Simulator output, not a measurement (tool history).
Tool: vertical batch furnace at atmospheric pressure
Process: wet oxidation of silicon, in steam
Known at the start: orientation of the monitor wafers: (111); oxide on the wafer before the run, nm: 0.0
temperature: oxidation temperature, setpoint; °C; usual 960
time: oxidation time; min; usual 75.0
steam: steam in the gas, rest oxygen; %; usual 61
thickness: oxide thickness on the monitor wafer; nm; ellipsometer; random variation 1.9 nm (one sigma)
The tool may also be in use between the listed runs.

run	hour	temperature	time	steam	read-back reference wafer on the same gauge, thickness	thickness
1	0.0	973	75.0	61	352.00	351.11
2	54.6	960	75.0	61	352.09	318.22
3	119.9	980	75.0	61	351.85	367.11
4	154.4	960	75.0	61	352.17	318.75
5	204.6	960	75.0	61	352.25	316.56
6	239.4	960	75.0	61	352.90	316.93
7	308.0	960	75.0	61	351.06	318.45
8	338.7	960	75.0	61	351.73	317.70
9	367.8	960	84.5	61	352.69	342.51
10	425.2	960	84.5	61	351.79	348.81
11	586.9	960	75.0	61	350.85	318.24
12	784.4	960	75.0	61	351.59	313.64
13	851.2	960	75.0	61	352.13	316.29
14	891.1	960	75.0	61	351.97	316.17
15	924.2	960	75.0	61	351.94	315.69
16	992.3	960	75.0	61	352.18	318.27
17	1157.5	960	91.5	61	351.90	364.98
18	1184.8	960	91.5	61	351.37	363.72
19	1233.1	941	75.0	61	351.94	286.40
20	1298.4	983	95.0	71	351.96	498.50
21	1358.9	943	85.5	50	352.37	272.43
22	1392.3	975	45.5	54	352.78	239.38
23	1445.3	960	75.0	61	351.66	330.27
24	1537.9	960	75.0	61	352.54	326.53
25	1588.5	960	75.0	61	351.13	331.00
26	1643.9	948	98.0	67	351.35	386.08
27	1678.0	960	75.0	61	352.66	327.99
28	1738.7	960	75.0	61	352.38	323.33
29	1810.4	944	45.5	52	351.42	174.36
30	1899.3	940	94.5	69	351.76	355.60
31	1929.0	960	75.0	61	352.49	322.42
32	1986.0	950	75.0	72	351.30	337.06
33	2025.2	984	52.0	61	351.64	299.12
34	2063.2	937	103.0	72	351.83	380.86
35	2112.2	960	75.0	61	352.66	326.04
36	2138.6	976	104.0	53	351.74	413.98
37	2177.9	975	100.5	71	350.59	482.67
38	2207.5	960	75.0	61	351.63	324.08

Taken out of this log: 3 entries between the listed runs. Where each belongs, and how the hidden state differs across it:
Between runs 11 and 12: thermocouples replaced and temperature profile calibrated (hour 664.7)
  steam share off its setpoint, % of the setpoint: -6.38 -> -6.51
  measured less the result without the state, thickness: -15.01 -> -15.09 nm
Between runs 18 and 19: steam generator serviced (hour 1216.2)
  steam share off its setpoint, % of the setpoint: -6.7 -> -0.298
  measured less the result without the state, thickness: -17.63 -> -0.63 nm
Between runs 20 and 21: gauge calibrated (hour 1326.8)
  steam share off its setpoint, % of the setpoint: -0.712 -> -1.07
  measured less the result without the state, thickness: -2.25 -> -2.18 nm
